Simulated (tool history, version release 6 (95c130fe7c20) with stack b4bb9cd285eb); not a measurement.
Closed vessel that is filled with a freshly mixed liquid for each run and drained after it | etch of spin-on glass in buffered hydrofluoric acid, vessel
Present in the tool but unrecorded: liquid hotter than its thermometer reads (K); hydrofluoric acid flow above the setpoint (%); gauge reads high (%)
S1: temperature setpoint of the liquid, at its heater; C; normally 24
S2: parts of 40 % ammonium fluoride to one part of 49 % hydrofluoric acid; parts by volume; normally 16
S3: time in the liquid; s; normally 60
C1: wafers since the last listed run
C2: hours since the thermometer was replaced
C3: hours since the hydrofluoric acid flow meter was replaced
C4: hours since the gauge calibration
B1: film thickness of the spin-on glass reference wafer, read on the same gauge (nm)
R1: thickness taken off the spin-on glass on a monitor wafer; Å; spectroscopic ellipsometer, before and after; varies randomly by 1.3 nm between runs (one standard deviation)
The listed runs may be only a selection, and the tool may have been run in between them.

run    hour    S1    S2  S3     C1      C2      C3      C4      B1      R1
  1       0    24    16  60      0  1086.7   617.9  1051.2  134.88  1442.7
        6.4  -- gauge calibrated
  2    37.7    24    16  60   4000  1124.4   655.6    31.3  140.67  1532.4
  3   106.5    24    16  60   7299  1193.2   724.4   100.1  140.64  1511.4
  4   170.4    24    13  75   6780  1257.1   788.3     164  140.57  2333.7
  5   225.3  22.5    16  60   5825    1312   843.2   218.9  140.48  1399.1
  6   272.8    24    16  60   5039  1359.5   890.7   266.4  140.37  1527.8
  7   298.3    24    16  60   2705    1385   916.2   291.9  140.35  1529.1
  8   352.3    24    16  60   5729    1439   970.2   345.9  140.25  1516.1
  9   380.7  25.5    16  60   3013  1467.4   998.6   374.3  140.12    1662
 10     449  25.5    16  60   7246  1535.7  1066.9   442.6  139.89  1640.7
 11   519.3    24    16  60   7459    1606  1137.2   512.9  139.64  1521.9
 12   580.5    24    16  60   6493  1667.2  1198.4   574.1   139.4  1502.3
 13   606.6    24    16  60   2769  1693.3  1224.5   600.2  139.28  1494.2
 14   633.5    24    16  60   2854  1720.2  1251.4   627.1   139.2  1478.3
 15   690.6    24    16  45   6058  1777.3  1308.5   684.2  138.91  1132.7
 16   745.4    24    16  60   5814  1832.1  1363.3     739   138.6  1496.5
 17   805.8    24    16  60   6408  1892.5  1423.7   799.4  138.25  1503.2
      817.3  -- thermometer replaced
 18   861.9    24    16  60   5846    44.6  1479.8   855.5  137.91  1460.2
 19   929.3    24    16  60   7151     112  1547.2   922.9  137.46  1506.6
 20   970.4    28    16  45   4360   153.1  1588.3     964  137.19  1388.9
      979.6  -- hydrofluoric acid flow meter replaced
 21  1078.8    24    16  60  11395   261.5    99.2  1072.4  136.32  1473.9
 22  1108.7    24    22  95   3172   291.4   129.1  1102.3  136.09  1737.4
 23  1134.9  19.5    14  85   2779   317.6   155.3  1128.5  135.89  1841.3
     1145.9  -- gauge calibrated
 24  1160.6    24    16  60   2726   343.3     181    14.7  139.95  1510.2
 25  1210.1  25.5  19.5  60   5252   392.8   230.5    64.2  139.93  1338.9

For run 26, what comes out?
 26  1256.4  27.5  21.5  45  4912  439.1  276.8  110.5   ?   ?

B1: 139.93
R1: 1035 Å
With no hidden state in the tool, this same run would have given R1 1035.5 Å.

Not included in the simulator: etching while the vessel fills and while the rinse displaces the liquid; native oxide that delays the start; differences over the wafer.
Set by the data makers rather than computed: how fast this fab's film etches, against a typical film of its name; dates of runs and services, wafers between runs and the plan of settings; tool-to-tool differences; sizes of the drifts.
